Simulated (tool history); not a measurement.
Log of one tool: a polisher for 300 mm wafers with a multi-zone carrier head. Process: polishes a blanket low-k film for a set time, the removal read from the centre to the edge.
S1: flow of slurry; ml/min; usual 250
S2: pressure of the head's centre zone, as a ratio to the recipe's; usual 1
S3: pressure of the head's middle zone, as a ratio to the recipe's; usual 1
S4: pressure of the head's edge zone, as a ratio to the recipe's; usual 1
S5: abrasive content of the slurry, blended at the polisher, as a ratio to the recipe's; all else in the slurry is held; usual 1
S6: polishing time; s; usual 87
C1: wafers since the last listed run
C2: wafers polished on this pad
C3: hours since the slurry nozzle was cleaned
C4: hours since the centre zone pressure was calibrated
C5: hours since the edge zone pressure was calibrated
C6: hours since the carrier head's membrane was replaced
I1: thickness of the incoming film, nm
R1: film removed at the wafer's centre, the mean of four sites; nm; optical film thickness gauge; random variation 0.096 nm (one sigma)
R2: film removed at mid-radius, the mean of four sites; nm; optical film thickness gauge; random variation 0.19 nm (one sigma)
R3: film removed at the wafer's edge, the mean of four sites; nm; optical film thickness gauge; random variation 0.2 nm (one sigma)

run 1 day=0 | S1=250 S2=1 S3=1 S4=1 S5=1 S6=87 | C1=0 C2=816 C3=851.1 C4=622.6 C5=300.4 C6=426 | I1=354.1 | R1=13.6 R2=14.7 R3=14.4
run 2 day=0.321 | S1=250 S2=1 S3=1 S4=1 S5=1 S6=87 | C1=53 C2=869 C3=858.8 C4=630.3 C5=308.1 C6=433.7 | I1=348.1 | R1=13.7 R2=14.6 R3=14.4
run 3 day=0.767 | S1=250 S2=1 S3=1 S4=1 S5=1 S6=87 | C1=73 C2=943 C3=869.5 C4=641 C5=318.8 C6=444.4 | I1=347.4 | R1=13.5 R2=14.6 R3=14.3
run 4 day=1.112 | S1=205 S2=1 S3=1 S4=1 S5=1 S6=87 | C1=57 C2=1000 C3=877.8 C4=649.3 C5=327.1 C6=452.7 | I1=352.5 | R1=13.3 R2=14.4 R3=14.2
run 5 day=1.8 | S1=205 S2=1 S3=1 S4=1 S5=1 S6=87 | C1=113 C2=1114 C3=894.3 C4=665.8 C5=343.6 C6=469.2 | I1=355.8 | R1=13.2 R2=14.5 R3=14.5
run 6 day=2.358 | S1=205 S2=1 S3=1 S4=1 S5=1 S6=87 | C1=92 C2=1206 C3=907.7 C4=679.2 C5=357 C6=482.6 | I1=348.3 | R1=12.9 R2=14.5 R3=14.1
-- day=3.033 worn pad replaced by a new one
run 7 day=3.054 | S1=250 S2=1 S3=1 S4=1 S5=1 S6=87 | C1=87 C2=3 C3=924.4 C4=695.9 C5=373.7 C6=499.3 | I1=350.2 | R1=14 R2=15.5 R3=15.1
-- day=3.142 slurry nozzle cleaned
run 8 day=3.446 | S1=250 S2=1 S3=1 S4=1 S5=1 S6=87 | C1=57 C2=61 C3=7.3 C4=705.3 C5=383.1 C6=508.7 | I1=347.9 | R1=13.8 R2=15.2 R3=15.3
run 9 day=4.088 | S1=250 S2=1 S3=1 S4=1 S5=1 S6=87 | C1=106 C2=167 C3=22.7 C4=720.7 C5=398.5 C6=524.1 | I1=351.7 | R1=13.7 R2=15.1 R3=14.9
run 10 day=4.708 | S1=250 S2=1 S3=0.95 S4=1.09 S5=0.7 S6=87 | C1=102 C2=270 C3=37.6 C4=735.6 C5=413.4 C6=539 | I1=343.6 | R1=11.9 R2=12.8 R3=13.4
run 11 day=5.325 | S1=250 S2=1 S3=1 S4=1.05 S5=0.9 S6=71 | C1=101 C2=372 C3=52.4 C4=750.4 C5=428.2 C6=553.8 | I1=348.8 | R1=10.6 R2=11.9 R3=12.1
-- day=5.846 edge zone pressure recalibrated
-- day=5.925 carrier head's membrane replaced by a new one
-- day=6.088 centre zone pressure recalibrated
run 12 day=6.108 | S1=250 S2=1 S3=1.1 S4=1.11 S5=1.2 S6=58 | C1=88 C2=460 C3=71.2 C4=0.5 C5=6.3 C6=4.4 | I1=348.4 | R1=10.7 R2=11.5 R3=11.2
run 13 day=6.3 | S1=250 S2=0.92 S3=0.96 S4=1.05 S5=0.85 S6=87 | C1=31 C2=492 C3=75.8 C4=5.1 C5=10.9 C6=9 | I1=350.8 | R1=13.1 R2=14 R3=13.7
run 14 day=6.679 | S1=250 S2=1 S3=1 S4=1 S5=1.2 S6=70 | C1=62 C2=554 C3=84.9 C4=14.2 C5=20 C6=18.1 | I1=343.5 | R1=13.1 R2=12.7 R3=12.2
run 15 day=7.388 | S1=250 S2=1 S3=1 S4=1 S5=1 S6=87 | C1=117 C2=671 C3=101.9 C4=31.2 C5=37 C6=35.1 | I1=356.4 | R1=14.9 R2=15.1 R3=14.3
run 16 day=7.771 | S1=250 S2=1 S3=1 S4=1.05 S5=0.9 S6=71 | C1=63 C2=735 C3=111.1 C4=40.4 C5=46.2 C6=44.3 | I1=343.7 | R1=11.7 R2=11.8 R3=11.6

Forecast each of these 5 alternatives for the next run:
run A day=7.788 | S1=330 S2=1 S3=1 S4=1 S5=1 S6=87 | C1=2 C2=737 C3=111.5 C4=40.8 C5=46.6 C6=44.7 | I1=347.1 | R1=? R2=? R3=?
run B day=7.788 | S1=250 S2=1.09 S3=0.92 S4=1.08 S5=1 S6=115 | C1=2 C2=737 C3=111.5 C4=40.8 C5=46.6 C6=44.7 | I1=347.1 | R1=? R2=? R3=?
run C day=7.788 | S1=250 S2=0.91 S3=1 S4=1 S5=1 S6=87 | C1=2 C2=737 C3=111.5 C4=40.8 C5=46.6 C6=44.7 | I1=347.1 | R1=? R2=? R3=?
run D day=7.788 | S1=250 S2=1.08 S3=1 S4=1 S5=1 S6=64 | C1=2 C2=737 C3=111.5 C4=40.8 C5=46.6 C6=44.7 | I1=347.1 | R1=? R2=? R3=?
run E day=7.788 | S1=250 S2=0.9 S3=1 S4=0.95 S5=1 S6=87 | C1=2 C2=737 C3=111.5 C4=40.8 C5=46.6 C6=44.7 | I1=347.1 | R1=? R2=? R3=?

run=A R1=15.5 R2=15.1 R3=14.6
run=B R1=21.8 R2=18.5 R3=19.8
run=C R1=13.8 R2=14.8 R3=14.4
run=D R1=12 R2=10.8 R3=10.6
run=E R1=13.6 R2=14.8 R3=14
Without the tool's hidden state the same runs would have given:
run=A R1=16.2 R2=15.7 R3=15.3
run=B R1=22.8 R2=19.3 R3=20.6
run=C R1=14.4 R2=15.4 R3=15
run=D R1=12.6 R2=11.3 R3=11.1
run=E R1=14.2 R2=15.4 R3=14.7

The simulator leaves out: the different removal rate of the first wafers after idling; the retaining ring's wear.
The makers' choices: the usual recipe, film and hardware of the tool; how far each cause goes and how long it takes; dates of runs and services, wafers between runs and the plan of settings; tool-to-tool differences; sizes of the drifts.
